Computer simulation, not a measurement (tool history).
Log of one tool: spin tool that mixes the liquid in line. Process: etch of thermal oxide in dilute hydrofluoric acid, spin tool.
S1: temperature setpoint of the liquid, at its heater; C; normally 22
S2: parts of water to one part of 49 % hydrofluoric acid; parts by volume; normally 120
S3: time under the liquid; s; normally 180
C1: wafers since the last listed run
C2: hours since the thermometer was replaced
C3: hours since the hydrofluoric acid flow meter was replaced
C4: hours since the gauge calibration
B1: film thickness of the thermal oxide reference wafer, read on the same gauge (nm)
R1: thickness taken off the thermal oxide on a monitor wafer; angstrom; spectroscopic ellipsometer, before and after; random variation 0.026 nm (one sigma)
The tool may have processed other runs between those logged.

run 1 day=0 | S1=22 S2=120 S3=260 | C1=0 C2=1429.2 C3=1409.5 C4=201.4 | B1=40.01 | R1=77.5
-- day=0.671 gauge calibrated
run 2 day=1.467 | S1=22 S2=120 S3=260 | C1=277 C2=1464.4 C3=1444.7 C4=19.1 | B1=40.01 | R1=77.9
run 3 day=2.258 | S1=22 S2=120 S3=260 | C1=150 C2=1483.4 C3=1463.7 C4=38.1 | B1=40.02 | R1=77.7
run 4 day=3.517 | S1=22 S2=105 S3=260 | C1=238 C2=1513.6 C3=1493.9 C4=68.3 | B1=39.99 | R1=90.2
run 5 day=4.8 | S1=22 S2=105 S3=260 | C1=243 C2=1544.4 C3=1524.7 C4=99.1 | B1=40 | R1=89.8
-- day=5.817 hydrofluoric acid flow meter replaced
run 6 day=5.862 | S1=22 S2=105 S3=260 | C1=193 C2=1569.9 C3=1.1 C4=124.6 | B1=39.99 | R1=101.4
run 7 day=7.317 | S1=22 S2=90 S3=180 | C1=275 C2=1604.8 C3=36 C4=159.5 | B1=40.03 | R1=82.5
run 8 day=8.346 | S1=22 S2=165 S3=220 | C1=195 C2=1629.5 C3=60.7 C4=184.2 | B1=39.99 | R1=50.8
-- day=9.167 thermometer replaced
run 9 day=9.188 | S1=18 S2=75 S3=180 | C1=151 C2=0.5 C3=80.9 C4=204.4 | B1=40.01 | R1=94.1
run 10 day=10.496 | S1=22 S2=150 S3=180 | C1=247 C2=31.9 C3=112.3 C4=235.8 | B1=40.01 | R1=50.1
-- day=11.175 gauge calibrated
run 11 day=11.508 | S1=22 S2=120 S3=180 | C1=191 C2=56.2 C3=136.6 C4=8 | B1=39.99 | R1=64.9
run 12 day=12.8 | S1=22 S2=120 S3=100 | C1=244 C2=87.2 C3=167.6 C4=39 | B1=40.01 | R1=35.9

Predict the results of run 13:
run 13 day=13.629 | S1=27 S2=120 S3=180 | C1=157 C2=107.1 C3=187.5 C4=58.9 | B1=? | R1=?

B1: 39.98
R1: 77.6 angstrom
If the tool had no hidden condition, the same run with the same run-to-run variation would have returned R1 79.8 angstrom.

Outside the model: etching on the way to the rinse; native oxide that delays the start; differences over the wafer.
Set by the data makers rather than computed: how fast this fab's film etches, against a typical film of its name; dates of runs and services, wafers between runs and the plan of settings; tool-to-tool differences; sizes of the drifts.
